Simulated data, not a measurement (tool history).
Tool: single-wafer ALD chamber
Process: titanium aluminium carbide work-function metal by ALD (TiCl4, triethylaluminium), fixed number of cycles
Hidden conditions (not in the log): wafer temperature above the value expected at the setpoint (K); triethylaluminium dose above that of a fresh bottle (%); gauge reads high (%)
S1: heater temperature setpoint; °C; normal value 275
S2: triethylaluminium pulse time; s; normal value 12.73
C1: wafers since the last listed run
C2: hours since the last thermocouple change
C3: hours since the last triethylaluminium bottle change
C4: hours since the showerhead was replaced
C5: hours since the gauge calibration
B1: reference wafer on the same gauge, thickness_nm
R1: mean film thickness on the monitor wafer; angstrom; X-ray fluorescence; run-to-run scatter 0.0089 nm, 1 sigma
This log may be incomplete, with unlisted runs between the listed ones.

run 1 hour=0 | S1=275 S2=12.73 | C1=0 C2=1976.9 C3=1052.2 C4=8080.8 C5=480.4 | B1=1.638 | R1=17.31
run 2 hour=58.2 | S1=275 S2=12.73 | C1=757 C2=2035.1 C3=1110.4 C4=8139 C5=538.6 | B1=1.637 | R1=17.31
run 3 hour=87.9 | S1=275 S2=12.73 | C1=386 C2=2064.8 C3=1140.1 C4=8168.7 C5=568.3 | B1=1.64 | R1=17.24
run 4 hour=122.3 | S1=275 S2=12.73 | C1=447 C2=2099.2 C3=1174.5 C4=8203.1 C5=602.7 | B1=1.641 | R1=17.03
run 5 hour=294.3 | S1=275 S2=12.73 | C1=2237 C2=2271.2 C3=1346.5 C4=8375.1 C5=774.7 | B1=1.639 | R1=16.99
run 6 hour=341.8 | S1=275 S2=12.73 | C1=618 C2=2318.7 C3=1394 C4=8422.6 C5=822.2 | B1=1.639 | R1=17.02
-- hour=400.5 showerhead replaced
run 7 hour=412.9 | S1=275 S2=12.73 | C1=820 C2=2389.8 C3=1465.1 C4=12.4 C5=893.3 | B1=1.64 | R1=16.88
-- hour=437.5 gauge calibrated
run 8 hour=459.8 | S1=275 S2=12.73 | C1=610 C2=2436.7 C3=1512 C4=59.3 C5=22.3 | B1=1.639 | R1=16.9
run 9 hour=521.7 | S1=275 S2=12.73 | C1=805 C2=2498.6 C3=1573.9 C4=121.2 C5=84.2 | B1=1.642 | R1=16.78
run 10 hour=556.5 | S1=275 S2=9.58 | C1=452 C2=2533.4 C3=1608.7 C4=156 C5=119 | B1=1.641 | R1=15.05
run 11 hour=603.3 | S1=275 S2=9.58 | C1=608 C2=2580.2 C3=1655.5 C4=202.8 C5=165.8 | B1=1.638 | R1=15.04
run 12 hour=636.1 | S1=275 S2=12.73 | C1=426 C2=2613 C3=1688.3 C4=235.6 C5=198.6 | B1=1.64 | R1=16.8
run 13 hour=665.3 | S1=289 S2=12.73 | C1=379 C2=2642.2 C3=1717.5 C4=264.8 C5=227.8 | B1=1.64 | R1=17.83
-- hour=681.1 thermocouple changed; heater temperature recalibrated
run 14 hour=729.8 | S1=267 S2=15.29 | C1=735 C2=48.7 C3=1782 C4=329.3 C5=292.3 | B1=1.638 | R1=16.7
run 15 hour=754.8 | S1=275 S2=9.58 | C1=325 C2=73.7 C3=1807 C4=354.3 C5=317.3 | B1=1.639 | R1=14.79
run 16 hour=894 | S1=289 S2=16.39 | C1=1811 C2=212.9 C3=1946.2 C4=493.5 C5=456.5 | B1=1.64 | R1=18.3
-- hour=937.3 triethylaluminium bottle replaced
run 17 hour=958.1 | S1=275 S2=12.73 | C1=729 C2=277 C3=20.8 C4=557.6 C5=520.6 | B1=1.639 | R1=17.5
run 18 hour=1011.5 | S1=286 S2=10.66 | C1=694 C2=330.4 C3=74.2 C4=611 C5=574 | B1=1.641 | R1=17.98
run 19 hour=1071.7 | S1=271 S2=7.99 | C1=783 C2=390.6 C3=134.4 C4=671.2 C5=634.2 | B1=1.639 | R1=15.33
run 20 hour=1136.3 | S1=275 S2=9.58 | C1=840 C2=455.2 C3=199 C4=735.8 C5=698.8 | B1=1.64 | R1=16.69
run 21 hour=1192.6 | S1=286 S2=12.73 | C1=732 C2=511.5 C3=255.3 C4=792.1 C5=755.1 | B1=1.639 | R1=18.38
run 22 hour=1226.8 | S1=290 S2=11.2 | C1=444 C2=545.7 C3=289.5 C4=826.3 C5=789.3 | B1=1.643 | R1=18.35

Each row is a separate what-if for the run after 22, all from the same tool condition, not one after another. Results?
run A hour=1227.2 | S1=275 S2=12.73 | C1=5 C2=546.1 C3=289.9 C4=826.7 C5=789.7 | B1=? | R1=?
run B hour=1227.2 | S1=282 S2=16.08 | C1=5 C2=546.1 C3=289.9 C4=826.7 C5=789.7 | B1=? | R1=?
run C hour=1227.2 | S1=263 S2=17.65 | C1=5 C2=546.1 C3=289.9 C4=826.7 C5=789.7 | B1=? | R1=?

run=A B1=1.64 R1=17.55
run=B B1=1.64 R1=18.3
run=C B1=1.64 R1=16.92
Without the tool's unlogged condition, the same runs would have read:
run=A R1=17.62
run=B R1=18.32
run=C R1=16.93
